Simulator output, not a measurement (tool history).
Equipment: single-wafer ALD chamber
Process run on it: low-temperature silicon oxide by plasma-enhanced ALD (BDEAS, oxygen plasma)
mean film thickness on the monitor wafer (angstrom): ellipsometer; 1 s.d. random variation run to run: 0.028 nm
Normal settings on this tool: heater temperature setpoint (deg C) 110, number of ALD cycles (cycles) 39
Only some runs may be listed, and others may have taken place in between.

run,hour,heater temperature setpoint (deg C),number of ALD cycles (cycles),"read-back reference wafer on the same gauge, thickness_nm",mean film thickness on the monitor wafer (angstrom)
1,0.0,110,39,5.989,59.41
2,22.0,110,39,5.992,58.98
3,40.4,99,39,5.998,60.49
4,55.0,99,39,6.006,60.47
5,152.7,110,39,6.025,59.21
6,181.0,110,39,6.032,59.11
7,203.2,110,39,6.030,59.58
8,238.5,110,39,6.038,59.63
9,265.1,110,39,6.046,59.33
10,292.2,110,39,6.049,59.11
11,380.0,110,39,6.067,59.58
# hour 392.8: gauge calibrated
12,402.8,110,33,5.968,49.70
13,444.1,102,39,5.962,59.32
14,467.6,102,39,5.975,59.66
15,484.4,102,39,5.980,58.97
# hour 514.6: thermocouple changed; heater temperature recalibrated
16,520.0,122,39,5.973,58.07
17,541.6,122,39,5.986,57.51
18,558.6,110,44,5.988,66.26
19,579.6,110,39,5.999,58.92
20,595.7,110,39,5.993,59.36
21,624.7,120,35,6.008,52.02
22,651.2,110,39,6.014,58.81
23,668.7,110,39,6.016,59.54
24,690.6,110,39,6.019,59.25
25,713.2,118,46,6.016,69.21
26,742.8,110,43,6.028,65.33
27,773.0,110,39,6.029,59.54
28,790.8,110,32,6.031,48.85
29,802.8,110,39,6.039,59.74
30,831.0,119,42,6.039,62.89
31,883.7,110,46,6.060,70.55
32,915.3,120,39,6.058,59.01
33,928.3,110,35,6.066,53.44
34,943.8,101,41,6.059,63.57
35,961.9,96,36,6.074,56.60

Measured less the same run without the tool's hidden state. The same run-to-run variation is in both; the gauge's scatter may not be:
What the log doesn't record here: wafer temperature above the value expected at the setpoint (K); gauge reads high (%).
run,mean film thickness on the monitor wafer (angstrom)
1,+0.22
2,+0.27
3,+0.30
4,+0.33
5,+0.51
6,+0.56
7,+0.61
8,+0.68
9,+0.72
10,+0.77
11,+0.95
12,-0.07
13,-0.01
14,+0.04
15,+0.08
16,+0.14
17,+0.18
18,+0.25
19,+0.26
20,+0.29
21,+0.30
22,+0.39
23,+0.43
24,+0.47
25,+0.60
26,+0.63
27,+0.63
28,+0.55
29,+0.68
30,+0.78
31,+0.99
32,+0.88
33,+0.82
34,+1.01
35,+0.93
